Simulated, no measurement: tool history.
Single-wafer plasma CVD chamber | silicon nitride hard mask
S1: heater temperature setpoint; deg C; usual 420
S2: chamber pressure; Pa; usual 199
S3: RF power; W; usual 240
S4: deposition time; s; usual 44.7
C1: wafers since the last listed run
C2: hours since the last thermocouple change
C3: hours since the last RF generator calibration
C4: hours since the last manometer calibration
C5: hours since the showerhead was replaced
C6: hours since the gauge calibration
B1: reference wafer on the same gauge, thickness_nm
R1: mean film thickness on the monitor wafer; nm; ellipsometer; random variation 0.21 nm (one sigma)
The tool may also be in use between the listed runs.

run    hour   S1   S2   S3    S4    C1      C2      C3      C4      C5      C6      B1      R1
  1     0.0  420  199  240  44.7     0  1154.6  1211.1   787.9  3067.4   730.3  33.875  38.737
  2    94.9  420  199  240  44.7  1165  1249.5  1306.0   882.8  3162.3   825.2  33.967  38.574
      121.6  -- thermocouple changed; heater temperature recalibrated
  3   184.6  420  199  240  44.7  1003    63.0  1395.7   972.5  3252.0   914.9  33.815  38.593
  4   279.7  420  199  240  44.7  1168   158.1  1490.8  1067.6  3347.1  1010.0  33.883  38.874
  5   382.2  420  199  240  44.7  1258   260.6  1593.3  1170.1  3449.6  1112.5  33.797  38.565
      384.6  -- gauge calibrated
  6   480.5  420  199  240  44.7  1207   358.9  1691.6  1268.4  3547.9    95.9  33.921  38.336
  7   565.3  420  199  240  44.7  1041   443.7  1776.4  1353.2  3632.7   180.7  33.928  38.331
  8   662.7  420  199  240  44.7  1196   541.1  1873.8  1450.6  3730.1   278.1  33.885  38.440
  9   918.1  412  199  215  44.7  3136   796.5  2129.2  1706.0  3985.5   533.5  33.819  35.504
      933.6  -- capacitance manometer re-zeroed and calibrated
 10   976.8  412  199  215  44.7   622   855.2  2187.9    43.2  4044.2   592.2  33.915  35.138
     1007.0  -- RF generator calibrated
 11  1077.2  420  199  240  44.7  1134   955.6    70.2   143.6  4144.6   692.6  33.936  39.520
 12  1158.9  412  199  240  44.7  1003  1037.3   151.9   225.3  4226.3   774.3  33.850  39.460
 13  1195.5  411  199  240  51.5   449  1073.9   188.5   261.9  4262.9   810.9  33.978  45.460
     1247.3  -- thermocouple changed; heater temperature recalibrated
     1335.7  -- showerhead replaced
 14  1373.2  435  156  225  48.6  1986   125.9   366.2   439.6    37.5   988.6  33.823  37.377
 15  1421.4  420  199  210  44.7   592   174.1   414.4   487.8    85.7  1036.8  34.014  35.157
     1426.2  -- gauge calibrated
 16  1508.7  420  199  240  44.7  1072   261.4   501.7   575.1   173.0    82.5  33.933  38.712
 17  1589.3  420  151  240  47.2   989   342.0   582.3   655.7   253.6   163.1  33.831  38.172
 18  1646.4  420  199  240  44.7   701   399.1   639.4   712.8   310.7   220.2  33.898  38.903
 19  1740.2  420  199  240  44.7  1152   492.9   733.2   806.6   404.5   314.0  34.028  38.568
 20  1804.3  407  199  240  44.7   787   557.0   797.3   870.7   468.6   378.1  33.974  39.156
 21  1902.4  420  220  230  44.7  1204   655.1   895.4   968.8   566.7   476.2  33.996  38.364
 22  2003.9  416  221  280  41.1  1246   756.6   996.9  1070.3   668.2   577.7  33.855  41.006
 23  2069.3  412  199  240  51.8   803   822.0  1062.3  1135.7   733.6   643.1  33.926  44.783

3 ways to go on from here, each from the tool as it stands after run 23. What would each give?
  A  2069.7  420  199  240  44.7   4  822.4  1062.7  1136.1  734.0  643.5   ?   ?
  B  2069.7  420  231  240  44.7   4  822.4  1062.7  1136.1  734.0  643.5   ?   ?
  C  2069.7  420  199  260  44.7   4  822.4  1062.7  1136.1  734.0  643.5   ?   ?

run      B1      R1
  A  33.911  38.452
  B  33.911  39.927
  C  33.911  40.913
Without the tool's hidden state the same runs would have given:
run      R1
  A  39.570
  B  41.088
  C  42.101
